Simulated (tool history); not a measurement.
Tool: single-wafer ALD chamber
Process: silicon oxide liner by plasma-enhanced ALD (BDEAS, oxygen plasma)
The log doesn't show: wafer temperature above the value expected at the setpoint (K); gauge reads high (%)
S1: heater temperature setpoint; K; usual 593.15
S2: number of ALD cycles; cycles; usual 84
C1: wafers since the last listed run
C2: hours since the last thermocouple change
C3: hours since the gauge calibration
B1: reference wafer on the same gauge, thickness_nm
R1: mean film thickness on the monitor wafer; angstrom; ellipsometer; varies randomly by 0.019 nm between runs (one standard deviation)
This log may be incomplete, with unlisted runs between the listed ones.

run 1 hour=0 | S1=593.15 S2=90 | C1=0 C2=1260 C3=659.6 | B1=7.889 | R1=82.2
run 2 hour=48.7 | S1=600.15 S2=84 | C1=257 C2=1308.7 C3=708.3 | B1=7.897 | R1=76.16
run 3 hour=109.7 | S1=600.15 S2=84 | C1=322 C2=1369.7 C3=769.3 | B1=7.895 | R1=76.42
run 4 hour=191.5 | S1=600.15 S2=84 | C1=432 C2=1451.5 C3=851.1 | B1=7.898 | R1=76.31
-- hour=418.6 gauge calibrated
run 5 hour=476 | S1=593.15 S2=84 | C1=1504 C2=1736 C3=57.4 | B1=7.904 | R1=77.33
-- hour=560.7 thermocouple changed; heater temperature recalibrated
run 6 hour=569.2 | S1=593.15 S2=84 | C1=450 C2=8.5 C3=150.6 | B1=7.904 | R1=76.06
run 7 hour=671.7 | S1=593.15 S2=84 | C1=541 C2=111 C3=253.1 | B1=7.911 | R1=76.23
run 8 hour=740.1 | S1=593.15 S2=84 | C1=361 C2=179.4 C3=321.5 | B1=7.903 | R1=76.64
run 9 hour=787.7 | S1=593.15 S2=84 | C1=251 C2=227 C3=369.1 | B1=7.897 | R1=76.51
run 10 hour=835.8 | S1=593.15 S2=84 | C1=254 C2=275.1 C3=417.2 | B1=7.908 | R1=76.94
run 11 hour=885.3 | S1=593.15 S2=84 | C1=261 C2=324.6 C3=466.7 | B1=7.902 | R1=76.37
run 12 hour=926.7 | S1=593.15 S2=84 | C1=218 C2=366 C3=508.1 | B1=7.898 | R1=76.24
run 13 hour=1029.7 | S1=589.15 S2=101 | C1=544 C2=469 C3=611.1 | B1=7.897 | R1=92.56
run 14 hour=1107.1 | S1=588.15 S2=84 | C1=409 C2=546.4 C3=688.5 | B1=7.898 | R1=77.22
run 15 hour=1211.6 | S1=593.15 S2=84 | C1=552 C2=650.9 C3=793 | B1=7.896 | R1=76.76
run 16 hour=1258.8 | S1=601.15 S2=71 | C1=249 C2=698.1 C3=840.2 | B1=7.909 | R1=63.96
run 17 hour=1313.2 | S1=605.15 S2=79 | C1=287 C2=752.5 C3=894.6 | B1=7.896 | R1=70.59
run 18 hour=1397.6 | S1=600.15 S2=84 | C1=446 C2=836.9 C3=979 | B1=7.888 | R1=76.02
-- hour=1468.9 gauge calibrated
run 19 hour=1473 | S1=603.15 S2=68 | C1=398 C2=912.3 C3=4.1 | B1=7.905 | R1=61.19
run 20 hour=1567.7 | S1=607.15 S2=100 | C1=500 C2=1007 C3=98.8 | B1=7.895 | R1=89.27
run 21 hour=1674.2 | S1=604.15 S2=91 | C1=563 C2=1113.5 C3=205.3 | B1=7.908 | R1=81.52
run 22 hour=1749.9 | S1=605.15 S2=84 | C1=400 C2=1189.2 C3=281 | B1=7.898 | R1=75.46
run 23 hour=1816.8 | S1=606.15 S2=76 | C1=353 C2=1256.1 C3=347.9 | B1=7.894 | R1=67.62
run 24 hour=1857.4 | S1=607.15 S2=71 | C1=214 C2=1296.7 C3=388.5 | B1=7.905 | R1=63.31

Here are 4 independent what-if runs from the current tool condition. What would each one return?
run A hour=1857.9 | S1=593.15 S2=84 | C1=2 C2=1297.2 C3=389 | B1=? | R1=?
run B hour=1857.9 | S1=597.15 S2=84 | C1=2 C2=1297.2 C3=389 | B1=? | R1=?
run C hour=1857.9 | S1=597.15 S2=75 | C1=2 C2=1297.2 C3=389 | B1=? | R1=?
run D hour=1857.9 | S1=593.15 S2=101 | C1=2 C2=1297.2 C3=389 | B1=? | R1=?

run=A B1=7.901 R1=76.89
run=B B1=7.901 R1=76.39
run=C B1=7.901 R1=68.2
run=D B1=7.901 R1=92.45
The same runs, with their run-to-run variation unchanged, on a tool lacking any hidden condition would have given:
run=A R1=76.47
run=B R1=75.97
run=C R1=67.83
run=D R1=91.95

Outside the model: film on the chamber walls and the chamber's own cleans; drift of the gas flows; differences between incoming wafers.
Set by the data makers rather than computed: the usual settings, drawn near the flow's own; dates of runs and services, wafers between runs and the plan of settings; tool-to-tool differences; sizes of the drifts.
